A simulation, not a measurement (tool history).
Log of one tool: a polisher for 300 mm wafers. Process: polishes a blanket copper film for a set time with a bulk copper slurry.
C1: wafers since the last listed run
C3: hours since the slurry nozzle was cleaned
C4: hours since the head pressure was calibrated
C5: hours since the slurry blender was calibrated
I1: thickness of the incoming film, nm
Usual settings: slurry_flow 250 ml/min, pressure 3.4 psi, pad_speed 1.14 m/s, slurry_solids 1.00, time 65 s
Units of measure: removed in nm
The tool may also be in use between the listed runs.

run 1 hour=0.0 | slurry_flow=250 pressure=3.4 pad_speed=1.14 slurry_solids=1.00 time=65 | C1=0 wafers_polished_on_this_pad=594 C3=17.0 C4=958.4 C5=11.0 | I1=3498.4 | removed=891.2
-- hour=24.9 worn pad replaced by a new one
run 2 hour=25.4 | slurry_flow=250 pressure=3.4 pad_speed=1.14 slurry_solids=1.00 time=65 | C1=116 wafers_polished_on_this_pad=2 C3=42.4 C4=983.8 C5=36.4 | I1=3550.2 | removed=915.1
run 3 hour=53.0 | slurry_flow=250 pressure=3.4 pad_speed=1.14 slurry_solids=1.00 time=65 | C1=150 wafers_polished_on_this_pad=153 C3=70.0 C4=1011.4 C5=64.0 | I1=3458.4 | removed=888.5
run 4 hour=68.0 | slurry_flow=250 pressure=3.4 pad_speed=1.14 slurry_solids=1.00 time=65 | C1=81 wafers_polished_on_this_pad=234 C3=85.0 C4=1026.4 C5=79.0 | I1=3502.8 | removed=897.4
run 5 hour=91.5 | slurry_flow=250 pressure=3.4 pad_speed=1.14 slurry_solids=1.00 time=65 | C1=127 wafers_polished_on_this_pad=362 C3=108.5 C4=1049.9 C5=102.5 | I1=3527.5 | removed=890.6
run 6 hour=103.8 | slurry_flow=250 pressure=3.4 pad_speed=1.14 slurry_solids=1.00 time=65 | C1=66 wafers_polished_on_this_pad=429 C3=120.8 C4=1062.2 C5=114.8 | I1=3557.1 | removed=887.9
run 7 hour=125.4 | slurry_flow=250 pressure=3.4 pad_speed=1.14 slurry_solids=1.00 time=76 | C1=117 wafers_polished_on_this_pad=546 C3=142.4 C4=1083.8 C5=136.4 | I1=3521.4 | removed=1037.7
-- hour=143.8 head pressure recalibrated
run 8 hour=158.9 | slurry_flow=250 pressure=3.4 pad_speed=1.14 slurry_solids=1.00 time=76 | C1=171 wafers_polished_on_this_pad=718 C3=175.9 C4=15.1 C5=169.9 | I1=3480.1 | removed=1016.5
-- hour=169.8 worn pad replaced by a new one
run 9 hour=179.8 | slurry_flow=250 pressure=3.4 pad_speed=1.14 slurry_solids=1.00 time=76 | C1=91 wafers_polished_on_this_pad=54 C3=196.8 C4=36.0 C5=190.8 | I1=3572.0 | removed=1017.1
-- hour=184.5 slurry nozzle cleaned
run 10 hour=196.2 | slurry_flow=250 pressure=3.4 pad_speed=1.14 slurry_solids=1.00 time=65 | C1=83 wafers_polished_on_this_pad=138 C3=11.7 C4=52.4 C5=207.2 | I1=3550.5 | removed=906.1
run 11 hour=213.3 | slurry_flow=250 pressure=3.4 pad_speed=1.14 slurry_solids=1.00 time=65 | C1=93 wafers_polished_on_this_pad=231 C3=28.8 C4=69.5 C5=224.3 | I1=3494.9 | removed=901.6
-- hour=232.4 slurry blender recalibrated
run 12 hour=240.2 | slurry_flow=250 pressure=3.4 pad_speed=1.14 slurry_solids=1.00 time=65 | C1=135 wafers_polished_on_this_pad=366 C3=55.7 C4=96.4 C5=7.8 | I1=3502.2 | removed=898.0
run 13 hour=265.4 | slurry_flow=250 pressure=3.4 pad_speed=1.14 slurry_solids=1.00 time=65 | C1=137 wafers_polished_on_this_pad=503 C3=80.9 C4=121.6 C5=33.0 | I1=3438.7 | removed=892.3
run 14 hour=296.1 | slurry_flow=205 pressure=3.4 pad_speed=1.34 slurry_solids=0.70 time=85 | C1=166 wafers_polished_on_this_pad=670 C3=111.6 C4=152.3 C5=63.7 | I1=3479.6 | removed=1198.8
-- hour=313.0 worn pad replaced by a new one
run 15 hour=313.5 | slurry_flow=250 pressure=3.4 pad_speed=1.26 slurry_solids=1.00 time=87 | C1=72 wafers_polished_on_this_pad=2 C3=129.0 C4=169.7 C5=81.1 | I1=3516.5 | removed=1320.7
run 16 hour=324.2 | slurry_flow=250 pressure=3.4 pad_speed=1.14 slurry_solids=1.00 time=65 | C1=58 wafers_polished_on_this_pad=60 C3=139.7 C4=180.4 C5=91.8 | I1=3524.7 | removed=898.1
run 17 hour=351.5 | slurry_flow=250 pressure=4.0 pad_speed=1.52 slurry_solids=1.00 time=88 | C1=148 wafers_polished_on_this_pad=209 C3=167.0 C4=207.7 C5=119.1 | I1=3488.3 | removed=1867.3
run 18 hour=369.8 | slurry_flow=250 pressure=4.2 pad_speed=0.86 slurry_solids=1.00 time=65 | C1=99 wafers_polished_on_this_pad=308 C3=185.3 C4=226.0 C5=137.4 | I1=3535.1 | removed=808.6
run 19 hour=389.9 | slurry_flow=250 pressure=3.4 pad_speed=1.14 slurry_solids=1.00 time=65 | C1=109 wafers_polished_on_this_pad=418 C3=205.4 C4=246.1 C5=157.5 | I1=3500.5 | removed=865.8
-- hour=396.2 slurry nozzle cleaned
run 20 hour=417.3 | slurry_flow=180 pressure=3.8 pad_speed=0.94 slurry_solids=1.00 time=65 | C1=143 wafers_polished_on_this_pad=561 C3=21.1 C4=273.5 C5=184.9 | I1=3540.1 | removed=794.5
-- hour=452.2 worn pad replaced by a new one
run 21 hour=453.0 | slurry_flow=250 pressure=3.4 pad_speed=1.14 slurry_solids=1.00 time=65 | C1=172 wafers_polished_on_this_pad=4 C3=56.8 C4=309.2 C5=220.6 | I1=3448.7 | removed=897.8
run 22 hour=487.6 | slurry_flow=250 pressure=3.4 pad_speed=1.14 slurry_solids=1.25 time=72 | C1=188 wafers_polished_on_this_pad=192 C3=91.4 C4=343.8 C5=255.2 | I1=3487.8 | removed=1075.4
run 23 hour=502.1 | slurry_flow=250 pressure=3.4 pad_speed=1.50 slurry_solids=1.00 time=65 | C1=78 wafers_polished_on_this_pad=271 C3=105.9 C4=358.3 C5=269.7 | I1=3474.0 | removed=1184.4
-- hour=510.3 slurry blender recalibrated
run 24 hour=517.3 | slurry_flow=280 pressure=3.4 pad_speed=1.14 slurry_solids=1.00 time=52 | C1=71 wafers_polished_on_this_pad=342 C3=121.1 C4=373.5 C5=7.0 | I1=3479.6 | removed=719.8
run 25 hour=532.5 | slurry_flow=250 pressure=3.4 pad_speed=1.14 slurry_solids=1.00 time=65 | C1=82 wafers_polished_on_this_pad=425 C3=136.3 C4=388.7 C5=22.2 | I1=3579.4 | removed=888.4
run 26 hour=547.9 | slurry_flow=315 pressure=3.4 pad_speed=1.14 slurry_solids=1.00 time=65 | C1=83 wafers_polished_on_this_pad=509 C3=151.7 C4=404.1 C5=37.6 | I1=3473.2 | removed=893.9
run 27 hour=577.9 | slurry_flow=250 pressure=3.4 pad_speed=1.14 slurry_solids=1.00 time=65 | C1=163 wafers_polished_on_this_pad=672 C3=181.7 C4=434.1 C5=67.6 | I1=3545.5 | removed=869.1
-- hour=595.6 worn pad replaced by a new one
run 28 hour=596.1 | slurry_flow=200 pressure=2.8 pad_speed=1.40 slurry_solids=1.00 time=65 | C1=77 wafers_polished_on_this_pad=2 C3=199.9 C4=452.3 C5=85.8 | I1=3509.5 | removed=861.2
-- hour=614.5 slurry nozzle cleaned
run 29 hour=619.0 | slurry_flow=250 pressure=3.4 pad_speed=1.14 slurry_solids=1.00 time=65 | C1=119 wafers_polished_on_this_pad=121 C3=4.5 C4=475.2 C5=108.7 | I1=3522.6 | removed=895.7

Each row is a separate what-if for the run after 29, all from the same tool condition, not one after another. Results?
run A hour=619.5 | slurry_flow=250 pressure=3.4 pad_speed=1.14 slurry_solids=1.00 time=65 | C1=2 wafers_polished_on_this_pad=124 C3=5.0 C4=475.7 C5=109.2 | I1=3503.0 | removed=?
run B hour=619.5 | slurry_flow=170 pressure=3.4 pad_speed=1.14 slurry_solids=1.00 time=51 | C1=2 wafers_polished_on_this_pad=124 C3=5.0 C4=475.7 C5=109.2 | I1=3503.0 | removed=?
run C hour=619.5 | slurry_flow=215 pressure=2.6 pad_speed=1.14 slurry_solids=1.00 time=65 | C1=2 wafers_polished_on_this_pad=124 C3=5.0 C4=475.7 C5=109.2 | I1=3503.0 | removed=?
run D hour=619.5 | slurry_flow=250 pressure=2.4 pad_speed=1.14 slurry_solids=1.00 time=88 | C1=2 wafers_polished_on_this_pad=124 C3=5.0 C4=475.7 C5=109.2 | I1=3503.0 | removed=?
run E hour=619.5 | slurry_flow=170 pressure=2.7 pad_speed=1.14 slurry_solids=0.90 time=65 | C1=2 wafers_polished_on_this_pad=124 C3=5.0 C4=475.7 C5=109.2 | I1=3503.0 | removed=?

run=A removed=894.6
run=B removed=680.6
run=C removed=676.1
run=D removed=854.9
run=E removed=667.8
Without the tool's unlogged condition, the same runs would have read:
run=A removed=906.5
run=B removed=690.3
run=C removed=685.4
run=D removed=866.3
run=E removed=677.3
